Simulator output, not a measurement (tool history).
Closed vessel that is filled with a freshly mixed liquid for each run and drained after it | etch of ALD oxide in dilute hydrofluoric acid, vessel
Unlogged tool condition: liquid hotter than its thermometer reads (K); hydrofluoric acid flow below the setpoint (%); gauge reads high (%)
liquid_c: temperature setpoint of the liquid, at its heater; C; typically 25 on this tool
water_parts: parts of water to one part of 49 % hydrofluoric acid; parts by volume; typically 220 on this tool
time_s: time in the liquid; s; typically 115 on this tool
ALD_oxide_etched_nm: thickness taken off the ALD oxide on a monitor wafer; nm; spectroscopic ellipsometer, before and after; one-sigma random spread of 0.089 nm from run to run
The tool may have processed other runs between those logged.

run,hour,liquid_c,water_parts,time_s,wafers since the last listed run,hours since the thermometer was replaced,hours since the hydrofluoric acid flow meter was replaced,hours since the gauge calibration,"read-back film thickness of the ALD oxide reference wafer, read on the same gauge (nm)",ALD_oxide_etched_nm
1,0,23.5,250,115,0,2869.2,6.8,378.5,50,7.3
2,16.4,23.5,250,115,2233,2885.6,23.2,394.9,49.99,7.34
3,30.9,25,155,115,1974,2900.1,37.7,409.4,49.97,13.78
4,39.2,25,155,115,1130,2908.4,46,417.7,50,13.91
5,51.6,25,155,115,1688,2920.8,58.4,430.1,49.97,13.7
6,93.7,25,220,115,5733,2962.9,100.5,472.2,50,8.97
7,108.7,25,220,115,2042,2977.9,115.5,487.2,49.99,9.08
8,126.6,25,220,115,2437,2995.8,133.4,505.1,50.02,8.99
# hour 132.9: thermometer replaced
9,137.7,23.5,290,115,1375,4.8,144.5,516.2,50.01,5.98
# hour 163.1: gauge calibrated
10,182.2,25,285,115,6060,49.3,189,19.1,49.98,6.54
11,197.2,29,110,60,2042,64.3,204,34.1,50.02,12.41
12,207.8,25,220,115,1443,74.9,214.6,44.7,49.99,9.05
13,215.6,25,220,115,1062,82.7,222.4,52.5,50.01,9.03
14,229.6,25,220,115,1906,96.7,236.4,66.5,49.98,8.95
15,247.5,25,220,115,2437,114.6,254.3,84.4,50,8.85
16,259.6,25,220,115,1647,126.7,266.4,96.5,50.02,8.89
17,270.6,23,220,115,1498,137.7,277.4,107.5,49.99,8.26
18,285.4,23.5,220,115,2015,152.5,292.2,122.3,49.95,8.45
19,303.1,20.5,220,175,2410,170.2,309.9,140,50.01,11.55
20,316.1,25,220,115,1770,183.2,322.9,153,49.95,8.8
21,330.8,25,140,60,2002,197.9,337.6,167.7,49.97,8.12
22,343.9,25,220,115,1784,211,350.7,180.8,50.01,8.75
23,350.3,25,220,165,871,217.4,357.1,187.2,50.02,13
24,361.6,29,290,55,1538,228.7,368.4,198.5,50.01,3.4
25,379.1,25,175,90,2383,246.2,385.9,216,49.98,9.16
26,385.9,20.5,220,80,926,253,392.7,222.8,49.98,5.24
27,403,29.5,270,175,2328,270.1,409.8,239.9,50,12.03
28,431.2,25,120,115,3840,298.3,438,268.1,50.01,18.21
29,447.6,22,185,115,2233,314.7,454.4,284.5,50.02,9.82
30,460.6,26.5,280,60,1770,327.7,467.4,297.5,49.99,3.59
31,469,25,220,115,1144,336.1,475.8,305.9,49.99,8.87
32,481.6,22,115,50,1716,348.7,488.4,318.5,50,7.33
33,491.8,26.5,260,115,1389,358.9,498.6,328.7,49.99,7.43

Each row is a separate what-if for the run after 33, all from the same tool condition, not one after another. Results?
A,492.5,25,275,115,95,359.6,499.3,329.4,?,?
B,492.5,22,220,115,95,359.6,499.3,329.4,?,?
C,492.5,30,290,135,95,359.6,499.3,329.4,?,?
D,492.5,25,270,80,95,359.6,499.3,329.4,?,?
E,492.5,23,295,170,95,359.6,499.3,329.4,?,?

run,"read-back film thickness of the ALD oxide reference wafer, read on the same gauge (nm)",ALD_oxide_etched_nm
A,50,6.6
B,50,7.85
C,50,8.55
D,50,4.7
E,50,8.32
Had the tool no hidden state, the same runs would have come out as:
run,ALD_oxide_etched_nm
A,6.88
B,8.16
C,8.91
D,4.9
E,8.66
